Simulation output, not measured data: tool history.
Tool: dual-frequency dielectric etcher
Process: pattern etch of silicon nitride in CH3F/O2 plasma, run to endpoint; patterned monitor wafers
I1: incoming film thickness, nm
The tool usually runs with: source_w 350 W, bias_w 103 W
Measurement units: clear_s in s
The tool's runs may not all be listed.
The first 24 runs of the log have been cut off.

-- hour=601.1 upper electrode replaced
run 25 hour=602.2 | source_w=400 bias_w=126 | I1=60.9 | clear_s=50.8
run 26 hour=674.4 | source_w=350 bias_w=110 | I1=60.5 | clear_s=56.1
run 27 hour=708.1 | source_w=350 bias_w=103 | I1=60.9 | clear_s=58
run 28 hour=735.5 | source_w=350 bias_w=82 | I1=60.8 | clear_s=64.1
run 29 hour=755.7 | source_w=310 bias_w=80 | I1=60.9 | clear_s=68.1
run 30 hour=770.9 | source_w=270 bias_w=126 | I1=61 | clear_s=58.8
run 31 hour=801.3 | source_w=320 bias_w=86 | I1=60.9 | clear_s=65
run 32 hour=831.6 | source_w=430 bias_w=119 | I1=60.8 | clear_s=49.6
run 33 hour=865.1 | source_w=290 bias_w=91 | I1=60.4 | clear_s=65.3
run 34 hour=883.5 | source_w=410 bias_w=103 | I1=61 | clear_s=53.6
run 35 hour=901.9 | source_w=380 bias_w=122 | I1=60.6 | clear_s=50.7

What if the next run were any one of these 4? Each begins from the tool's condition after run 35:
run A hour=902.4 | source_w=380 bias_w=103 | I1=61.2 | clear_s=?
run B hour=902.4 | source_w=280 bias_w=92 | I1=61.2 | clear_s=?
run C hour=902.4 | source_w=430 bias_w=110 | I1=61.2 | clear_s=?
run D hour=902.4 | source_w=390 bias_w=88 | I1=61.2 | clear_s=?

run=A clear_s=55.2
run=B clear_s=66.1
run=C clear_s=50.9
run=D clear_s=58.5
Had the tool no hidden state, the same runs would have come out as:
run=A clear_s=56.9
run=B clear_s=68.1
run=C clear_s=52.5
run=D clear_s=60.3
